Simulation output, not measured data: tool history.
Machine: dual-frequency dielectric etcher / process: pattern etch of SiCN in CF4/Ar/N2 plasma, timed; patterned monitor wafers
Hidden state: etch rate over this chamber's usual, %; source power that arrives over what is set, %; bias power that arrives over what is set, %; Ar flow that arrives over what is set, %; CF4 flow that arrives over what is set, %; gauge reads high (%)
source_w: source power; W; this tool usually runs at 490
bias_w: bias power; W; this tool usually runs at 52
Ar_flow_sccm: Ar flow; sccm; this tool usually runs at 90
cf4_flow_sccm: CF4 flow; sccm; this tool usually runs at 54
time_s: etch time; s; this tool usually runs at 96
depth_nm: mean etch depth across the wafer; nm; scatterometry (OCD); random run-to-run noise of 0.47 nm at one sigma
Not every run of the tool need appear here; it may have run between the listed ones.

run	hour	source_w	bias_w	Ar_flow_sccm	cf4_flow_sccm	time_s	wafers since the last listed run	hours since the last wet clean	hours since the last source power generator calibration	hours since the last bias power generator calibration	hours since the last Ar flow controller change	hours since the last CF4 flow controller change	hours since the last upper electrode change	hours since the gauge calibration	read-back reference wafer on the same gauge, depth_nm	depth_nm
1	0	490	52	90	54	96	0	465.6	1489.6	4912.7	4053.4	2848.6	4127.9	115.6	83.6	74.4
# hour 19.6: wet clean of the chamber
2	65.2	490	52	90	54	96	466	45.6	1554.8	4977.9	4118.6	2913.8	4193.1	180.8	83.6	77.6
3	110.8	490	52	90	54	96	467	91.2	1600.4	5023.5	4164.2	2959.4	4238.7	226.4	83.9	77
4	153.1	490	52	90	54	96	433	133.5	1642.7	5065.8	4206.5	3001.7	4281	268.7	83.6	76.9
5	181.8	590	52	90	54	96	294	162.2	1671.4	5094.5	4235.2	3030.4	4309.7	297.4	83.8	84.7
6	308.4	590	52	90	54	96	1296	288.8	1798	5221.1	4361.8	3157	4436.3	424	83.8	83.1
# hour 338.2: source power generator calibrated
# hour 388.2: upper electrode replaced, of another model than before
7	388.7	490	52	90	54	96	535	369.1	50.5	5301.4	4442.1	3237.3	0.5	504.3	83.5	75.8
8	403	520	52	90	54	96	146	383.4	64.8	5315.7	4456.4	3251.6	14.8	518.6	83.7	78.9
9	446.2	490	52	111	47	96	442	426.6	108	5358.9	4499.6	3294.8	58	561.8	83.5	69.9
# hour 497.3: wet clean of the chamber
10	497.8	490	52	90	46	96	282	0.5	159.6	5410.5	4551.2	3346.4	109.6	613.4	83.6	75.2
# hour 519.7: bias power generator calibrated
# hour 520.6: gauge calibrated
11	557.7	490	52	90	43	96	572	60.4	219.5	38	4611.1	3406.3	169.5	37.1	83.7	74.4
# hour 578.2: Ar flow controller replaced
12	587.7	390	39	90	54	96	245	90.4	249.5	68	9.5	3436.3	199.5	67.1	83.7	59.6
# hour 612.8: CF4 flow controller replaced
13	627.5	490	52	90	44	96	346	130.2	289.3	107.8	49.3	14.7	239.3	106.9	83.6	74.2
14	683.2	490	59	90	54	73.5	570	185.9	345	163.5	105	70.4	295	162.6	83.7	62.4
15	748.7	490	52	90	54	96	670	251.4	410.5	229	170.5	135.9	360.5	228.1	83.7	77.2
16	811.7	490	45	90	63	88	645	314.4	473.5	292	233.5	198.9	423.5	291.1	83.6	67.2

Consider 4 possible next runs. They are alternatives, not a sequence: every one starts from the tool as it was left by run 16. What does each give?
A	812.1	490	52	90	54	77	4	314.8	473.9	292.4	233.9	199.3	423.9	291.5	?	?
B	812.1	410	52	103	54	96	4	314.8	473.9	292.4	233.9	199.3	423.9	291.5	?	?
C	812.1	490	63	90	54	96	4	314.8	473.9	292.4	233.9	199.3	423.9	291.5	?	?
D	812.1	490	58	99	50	79.5	4	314.8	473.9	292.4	233.9	199.3	423.9	291.5	?	?

run	read-back reference wafer on the same gauge, depth_nm	depth_nm
A	83.7	61.2
B	83.7	66.8
C	83.7	83.2
D	83.7	64.2
With the hidden condition removed and each run's random variation left untouched, the same runs would have given:
run	depth_nm
A	62
B	67.7
C	84.4
D	65.1

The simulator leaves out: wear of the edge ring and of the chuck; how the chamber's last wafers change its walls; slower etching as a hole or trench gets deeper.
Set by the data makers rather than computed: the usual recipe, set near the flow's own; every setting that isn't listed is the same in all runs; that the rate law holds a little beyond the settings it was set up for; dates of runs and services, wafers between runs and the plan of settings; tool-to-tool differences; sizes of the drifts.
